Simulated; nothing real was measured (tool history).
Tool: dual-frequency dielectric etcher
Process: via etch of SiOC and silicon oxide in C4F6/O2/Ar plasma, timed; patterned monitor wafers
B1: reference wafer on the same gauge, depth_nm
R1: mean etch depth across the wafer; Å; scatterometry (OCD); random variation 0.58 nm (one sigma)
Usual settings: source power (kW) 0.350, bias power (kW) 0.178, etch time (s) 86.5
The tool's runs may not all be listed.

run 1 hour=0.0 | source_power_(kW)=0.380 bias_power_(kW)=0.178 etch_time_(s)=104.0 | B1=93.2 | R1=1209
run 2 hour=66.2 | source_power_(kW)=0.350 bias_power_(kW)=0.178 etch_time_(s)=86.5 | B1=93.0 | R1=951
run 3 hour=118.0 | source_power_(kW)=0.350 bias_power_(kW)=0.178 etch_time_(s)=86.5 | B1=93.1 | R1=957
-- hour=160.0 wet clean of the chamber
run 4 hour=160.5 | source_power_(kW)=0.350 bias_power_(kW)=0.203 etch_time_(s)=86.5 | B1=93.0 | R1=901
run 5 hour=201.2 | source_power_(kW)=0.350 bias_power_(kW)=0.203 etch_time_(s)=86.5 | B1=93.1 | R1=891
run 6 hour=232.3 | source_power_(kW)=0.350 bias_power_(kW)=0.178 etch_time_(s)=106.0 | B1=93.0 | R1=1067
run 7 hour=270.2 | source_power_(kW)=0.350 bias_power_(kW)=0.178 etch_time_(s)=106.0 | B1=93.0 | R1=1066
run 8 hour=329.7 | source_power_(kW)=0.350 bias_power_(kW)=0.178 etch_time_(s)=106.0 | B1=93.2 | R1=1087
-- hour=390.9 gauge calibrated
run 9 hour=393.1 | source_power_(kW)=0.320 bias_power_(kW)=0.178 etch_time_(s)=86.5 | B1=93.1 | R1=841
run 10 hour=454.2 | source_power_(kW)=0.320 bias_power_(kW)=0.178 etch_time_(s)=86.5 | B1=93.2 | R1=835
-- hour=508.6 wet clean of the chamber, repeated, since the last time left the tool worse
-- hour=530.1 upper electrode replaced
run 11 hour=530.6 | source_power_(kW)=0.300 bias_power_(kW)=0.178 etch_time_(s)=95.0 | B1=93.0 | R1=917
-- hour=535.4 source power generator calibrated
run 12 hour=543.8 | source_power_(kW)=0.290 bias_power_(kW)=0.178 etch_time_(s)=86.5 | B1=93.0 | R1=825
run 13 hour=590.6 | source_power_(kW)=0.290 bias_power_(kW)=0.178 etch_time_(s)=86.5 | B1=92.9 | R1=821
run 14 hour=627.8 | source_power_(kW)=0.300 bias_power_(kW)=0.159 etch_time_(s)=86.5 | B1=93.2 | R1=822
run 15 hour=678.7 | source_power_(kW)=0.350 bias_power_(kW)=0.178 etch_time_(s)=86.5 | B1=92.9 | R1=936
run 16 hour=720.4 | source_power_(kW)=0.350 bias_power_(kW)=0.193 etch_time_(s)=106.0 | B1=93.0 | R1=1173
-- hour=745.8 bias power generator calibrated
run 17 hour=766.6 | source_power_(kW)=0.350 bias_power_(kW)=0.178 etch_time_(s)=106.0 | B1=93.0 | R1=1146
run 18 hour=828.8 | source_power_(kW)=0.350 bias_power_(kW)=0.166 etch_time_(s)=86.5 | B1=93.1 | R1=938
run 19 hour=885.7 | source_power_(kW)=0.350 bias_power_(kW)=0.178 etch_time_(s)=86.5 | B1=93.1 | R1=945
run 20 hour=941.6 | source_power_(kW)=0.370 bias_power_(kW)=0.155 etch_time_(s)=70.0 | B1=93.1 | R1=773
run 21 hour=1006.5 | source_power_(kW)=0.320 bias_power_(kW)=0.178 etch_time_(s)=86.5 | B1=93.0 | R1=906
run 22 hour=1061.5 | source_power_(kW)=0.350 bias_power_(kW)=0.178 etch_time_(s)=86.5 | B1=93.1 | R1=951
-- hour=1132.9 wet clean of the chamber
run 23 hour=1133.4 | source_power_(kW)=0.350 bias_power_(kW)=0.178 etch_time_(s)=86.5 | B1=93.0 | R1=934
run 24 hour=1163.7 | source_power_(kW)=0.380 bias_power_(kW)=0.147 etch_time_(s)=86.5 | B1=93.1 | R1=940
run 25 hour=1208.8 | source_power_(kW)=0.350 bias_power_(kW)=0.178 etch_time_(s)=103.0 | B1=92.9 | R1=1115
run 26 hour=1277.2 | source_power_(kW)=0.350 bias_power_(kW)=0.178 etch_time_(s)=86.5 | B1=93.1 | R1=942
run 27 hour=1344.8 | source_power_(kW)=0.390 bias_power_(kW)=0.146 etch_time_(s)=86.5 | B1=93.1 | R1=965
run 28 hour=1375.2 | source_power_(kW)=0.310 bias_power_(kW)=0.157 etch_time_(s)=105.0 | B1=93.1 | R1=1041
run 29 hour=1405.4 | source_power_(kW)=0.380 bias_power_(kW)=0.190 etch_time_(s)=86.5 | B1=93.0 | R1=1011
run 30 hour=1463.4 | source_power_(kW)=0.400 bias_power_(kW)=0.178 etch_time_(s)=86.5 | B1=93.2 | R1=1026
run 31 hour=1512.0 | source_power_(kW)=0.410 bias_power_(kW)=0.202 etch_time_(s)=95.5 | B1=93.1 | R1=1188

The same runs without the tool's hidden state, with the same run-to-run variation:
The hidden state here: etch rate over this chamber's usual, %; source power that arrives over what is set, %; bias power that arrives over what is set, %; gauge reads high (%).
run=1 R1=1178
run=2 R1=924
run=3 R1=928
run=4 R1=964
run=5 R1=951
run=6 R1=1137
run=7 R1=1134
run=8 R1=1152
run=9 R1=889
run=10 R1=879
run=11 R1=920
run=12 R1=827
run=13 R1=821
run=14 R1=820
run=15 R1=932
run=16 R1=1164
run=17 R1=1135
run=18 R1=926
run=19 R1=930
run=20 R1=759
run=21 R1=886
run=22 R1=927
run=23 R1=930
run=24 R1=934
run=25 R1=1106
run=26 R1=931
run=27 R1=950
run=28 R1=1023
run=29 R1=992
run=30 R1=1004
run=31 R1=1160
